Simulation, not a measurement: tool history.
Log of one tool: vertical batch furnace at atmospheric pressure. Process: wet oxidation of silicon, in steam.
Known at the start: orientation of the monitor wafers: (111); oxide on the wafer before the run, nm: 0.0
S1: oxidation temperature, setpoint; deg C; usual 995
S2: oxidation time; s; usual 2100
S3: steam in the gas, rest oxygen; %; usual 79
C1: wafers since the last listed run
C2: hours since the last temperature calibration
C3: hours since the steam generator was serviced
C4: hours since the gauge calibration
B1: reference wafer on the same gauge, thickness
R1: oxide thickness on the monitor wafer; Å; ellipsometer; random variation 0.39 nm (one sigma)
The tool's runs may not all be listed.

{"run": 1, "hour": 0.0, "S1": 995, "S2": 2100, "S3": 83, "C1": 0, "C2": 5086.6, "C3": 1266.3, "C4": 260.1, "B1": 310.9, "R1": 2710.2}
{"run": 2, "hour": 19.2, "S1": 995, "S2": 2100, "S3": 83, "C1": 313, "C2": 5105.8, "C3": 1285.5, "C4": 279.3, "B1": 310.99, "R1": 2706.3}
{"run": 3, "hour": 39.5, "S1": 995, "S2": 2100, "S3": 83, "C1": 331, "C2": 5126.1, "C3": 1305.8, "C4": 299.6, "B1": 311.11, "R1": 2713}
{"run": 4, "hour": 59.3, "S1": 995, "S2": 2100, "S3": 79, "C1": 323, "C2": 5145.9, "C3": 1325.6, "C4": 319.4, "B1": 311.12, "R1": 2617.4}
{"run": 5, "hour": 75.5, "S1": 995, "S2": 2100, "S3": 79, "C1": 264, "C2": 5162.1, "C3": 1341.8, "C4": 335.6, "B1": 311.03, "R1": 2617.5}
{"run": 6, "hour": 100.2, "S1": 995, "S2": 2100, "S3": 86, "C1": 403, "C2": 5186.8, "C3": 1366.5, "C4": 360.3, "B1": 311.04, "R1": 2775.8}
{"run": 7, "hour": 120.3, "S1": 995, "S2": 2100, "S3": 70, "C1": 328, "C2": 5206.9, "C3": 1386.6, "C4": 380.4, "B1": 311.04, "R1": 2412.4}
{"run": 8, "hour": 148.6, "S1": 995, "S2": 2100, "S3": 79, "C1": 462, "C2": 5235.2, "C3": 1414.9, "C4": 408.7, "B1": 310.93, "R1": 2608.9}
{"run": 9, "hour": 163.8, "S1": 995, "S2": 2100, "S3": 79, "C1": 248, "C2": 5250.4, "C3": 1430.1, "C4": 423.9, "B1": 310.89, "R1": 2608.7}
{"run": 10, "hour": 184.1, "S1": 995, "S2": 2100, "S3": 72, "C1": 331, "C2": 5270.7, "C3": 1450.4, "C4": 444.2, "B1": 311.03, "R1": 2453.4}
{"run": 11, "hour": 204.5, "S1": 995, "S2": 2100, "S3": 72, "C1": 333, "C2": 5291.1, "C3": 1470.8, "C4": 464.6, "B1": 311.02, "R1": 2448.5}
{"run": 12, "hour": 236.6, "S1": 995, "S2": 2100, "S3": 72, "C1": 524, "C2": 5323.2, "C3": 1502.9, "C4": 496.7, "B1": 310.93, "R1": 2454.6}
{"hour": 331.3, "done": "thermocouples replaced and temperature profile calibrated"}
{"run": 13, "hour": 332.9, "S1": 995, "S2": 2100, "S3": 79, "C1": 1182, "C2": 1.6, "C3": 1599.2, "C4": 593, "B1": 310.87, "R1": 2508.3}
{"run": 14, "hour": 355.6, "S1": 972, "S2": 1560, "S3": 72, "C1": 371, "C2": 24.3, "C3": 1621.9, "C4": 615.7, "B1": 311.01, "R1": 1579.7}
{"run": 15, "hour": 389.0, "S1": 995, "S2": 1470, "S3": 79, "C1": 546, "C2": 57.7, "C3": 1655.3, "C4": 649.1, "B1": 311.02, "R1": 1962.8}
{"hour": 407.9, "done": "gauge calibrated"}
{"run": 16, "hour": 419.7, "S1": 1010, "S2": 1500, "S3": 90, "C1": 501, "C2": 88.4, "C3": 1686, "C4": 11.8, "B1": 311.16, "R1": 2412.3}
{"run": 17, "hour": 433.3, "S1": 995, "S2": 2700, "S3": 71, "C1": 222, "C2": 102, "C3": 1699.6, "C4": 25.4, "B1": 311.01, "R1": 2759}
{"run": 18, "hour": 457.6, "S1": 995, "S2": 2100, "S3": 79, "C1": 397, "C2": 126.3, "C3": 1723.9, "C4": 49.7, "B1": 310.92, "R1": 2496.8}
{"hour": 483.5, "done": "steam generator serviced"}
{"run": 19, "hour": 484.0, "S1": 995, "S2": 2100, "S3": 79, "C1": 39, "C2": 152.7, "C3": 0.5, "C4": 76.1, "B1": 311.09, "R1": 2593.1}
{"run": 20, "hour": 540.0, "S1": 995, "S2": 2100, "S3": 83, "C1": 915, "C2": 208.7, "C3": 56.5, "C4": 132.1, "B1": 310.99, "R1": 2673.8}
{"run": 21, "hour": 567.5, "S1": 979, "S2": 1200, "S3": 89, "C1": 449, "C2": 236.2, "C3": 84, "C4": 159.6, "B1": 311.04, "R1": 1680.4}
{"run": 22, "hour": 601.6, "S1": 982, "S2": 2100, "S3": 79, "C1": 557, "C2": 270.3, "C3": 118.1, "C4": 193.7, "B1": 311.06, "R1": 2358}
{"run": 23, "hour": 632.2, "S1": 995, "S2": 2610, "S3": 79, "C1": 500, "C2": 300.9, "C3": 148.7, "C4": 224.3, "B1": 310.97, "R1": 3002.8}
{"run": 24, "hour": 661.1, "S1": 1012, "S2": 1830, "S3": 79, "C1": 472, "C2": 329.8, "C3": 177.6, "C4": 253.2, "B1": 311.05, "R1": 2653.5}
{"run": 25, "hour": 763.5, "S1": 995, "S2": 2100, "S3": 90, "C1": 1674, "C2": 432.2, "C3": 280, "C4": 355.6, "B1": 311.02, "R1": 2837.5}

Forecast run 26:
{"run": 26, "hour": 785.0, "S1": 976, "S2": 1050, "S3": 79, "C1": 351, "C2": 453.7, "C3": 301.5, "C4": 377.1, "B1": "?", "R1": "?"}

B1: 310.87
R1: 1362 Å
Without the tool's hidden state the same run would have given R1 1358.1 Å.

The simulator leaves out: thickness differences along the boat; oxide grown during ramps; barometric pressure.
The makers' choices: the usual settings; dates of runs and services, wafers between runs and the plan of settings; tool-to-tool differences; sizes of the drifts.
